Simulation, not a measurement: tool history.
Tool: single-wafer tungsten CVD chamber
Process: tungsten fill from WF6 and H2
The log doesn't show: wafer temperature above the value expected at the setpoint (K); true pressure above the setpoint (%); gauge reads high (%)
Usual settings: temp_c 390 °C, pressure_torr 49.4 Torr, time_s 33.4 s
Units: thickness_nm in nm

| run | day | temp_c | pressure_torr | time_s | wafers since the last listed run | hours since the last thermocouple change | hours since the last manometer calibration | hours since the showerhead was replaced | hours since the gauge calibration | read-back reference wafer on the same gauge, thickness_nm | thickness_nm |
|---|---|---|---|---|---|---|---|---|---|---|---|
| 1 | 0.000 | 390 | 41.9 | 29.1 | 0 | 1269.5 | 1680.8 | 5674.4 | 122.0 | 116.028 | 89.428 |
| 2 | 0.479 | 390 | 41.9 | 29.1 | 308 | 1281.0 | 1692.3 | 5685.9 | 133.5 | 116.126 | 89.730 |
| 3 | 1.138 | 390 | 41.9 | 29.1 | 423 | 1296.8 | 1708.1 | 5701.7 | 149.3 | 116.163 | 89.460 |
| 4 | 3.029 | 390 | 49.4 | 33.4 | 1216 | 1342.2 | 1753.5 | 5747.1 | 194.7 | 116.112 | 111.561 |
| 5 | 3.538 | 390 | 49.4 | 33.4 | 326 | 1354.4 | 1765.7 | 5759.3 | 206.9 | 116.164 | 110.689 |
| 6 | 4.246 | 390 | 49.4 | 33.4 | 455 | 1371.4 | 1782.7 | 5776.3 | 223.9 | 116.186 | 112.005 |
| 7 | 4.538 | 390 | 43.4 | 38.2 | 187 | 1378.4 | 1789.7 | 5783.3 | 230.9 | 116.101 | 121.259 |
| 8 | 4.883 | 390 | 43.4 | 38.2 | 222 | 1386.7 | 1798.0 | 5791.6 | 239.2 | 116.240 | 121.159 |
|  | 5.746 | capacitance manometer re-zeroed and calibrated |
| 9 | 5.767 | 390 | 49.4 | 37.4 | 353 | 1407.9 | 0.5 | 5812.8 | 260.4 | 116.136 | 125.792 |
|  | 6.242 | thermocouple changed; heater temperature recalibrated |
| 10 | 6.267 | 390 | 49.4 | 37.4 | 107 | 0.6 | 12.5 | 5824.8 | 272.4 | 116.081 | 110.736 |
| 11 | 6.892 | 390 | 49.4 | 33.4 | 402 | 15.6 | 27.5 | 5839.8 | 287.4 | 116.028 | 99.329 |
|  | 7.571 | showerhead replaced |
| 12 | 7.592 | 390 | 49.4 | 33.4 | 235 | 32.4 | 44.3 | 0.5 | 304.2 | 116.125 | 98.188 |
| 13 | 8.112 | 390 | 49.4 | 33.4 | 335 | 44.9 | 56.8 | 13.0 | 316.7 | 116.055 | 98.680 |
| 14 | 8.538 | 390 | 49.4 | 33.4 | 273 | 55.1 | 67.0 | 23.2 | 326.9 | 116.139 | 98.419 |
|  | 8.650 | gauge calibrated |
| 15 | 9.033 | 390 | 49.4 | 33.4 | 318 | 67.0 | 78.9 | 35.1 | 9.2 | 116.058 | 98.421 |
| 16 | 9.700 | 390 | 49.4 | 33.4 | 428 | 83.0 | 94.9 | 51.1 | 25.2 | 116.078 | 98.623 |
| 17 | 10.350 | 376 | 52.9 | 33.4 | 418 | 98.6 | 110.5 | 66.7 | 40.8 | 116.056 | 78.938 |
| 18 | 10.621 | 390 | 49.4 | 33.4 | 174 | 105.1 | 117.0 | 73.2 | 47.3 | 116.007 | 98.375 |
| 19 | 10.992 | 405 | 37.5 | 35.2 | 238 | 114.0 | 125.9 | 82.1 | 56.2 | 116.066 | 118.438 |
| 20 | 11.546 | 376 | 49.4 | 33.4 | 356 | 127.3 | 139.2 | 95.4 | 69.5 | 116.067 | 76.755 |
| 21 | 11.917 | 390 | 49.4 | 33.4 | 238 | 136.2 | 148.1 | 104.3 | 78.4 | 116.212 | 98.406 |
| 22 | 12.579 | 384 | 37.5 | 36.4 | 426 | 152.1 | 164.0 | 120.2 | 94.3 | 116.255 | 85.782 |
| 23 | 13.058 | 396 | 49.4 | 33.4 | 308 | 163.6 | 175.5 | 131.7 | 105.8 | 116.099 | 109.111 |
| 24 | 13.350 | 376 | 49.4 | 27.2 | 187 | 170.6 | 182.5 | 138.7 | 112.8 | 116.192 | 62.603 |
| 25 | 13.821 | 401 | 37.5 | 33.4 | 302 | 181.9 | 193.8 | 150.0 | 124.1 | 116.025 | 105.130 |
| 26 | 14.071 | 405 | 37.5 | 35.2 | 160 | 187.9 | 199.8 | 156.0 | 130.1 | 116.188 | 117.611 |

The next listed run, before its measurement:
| 27 | 14.796 | 395 | 58.9 | 33.4 | 466 | 205.3 | 217.2 | 173.4 | 147.5 | ? | ? |

read-back reference wafer on the same gauge, thickness_nm: 116.021
thickness_nm: 115.574 nm
Without the tool's hidden state the same run would have given thickness_nm 115.618 nm.

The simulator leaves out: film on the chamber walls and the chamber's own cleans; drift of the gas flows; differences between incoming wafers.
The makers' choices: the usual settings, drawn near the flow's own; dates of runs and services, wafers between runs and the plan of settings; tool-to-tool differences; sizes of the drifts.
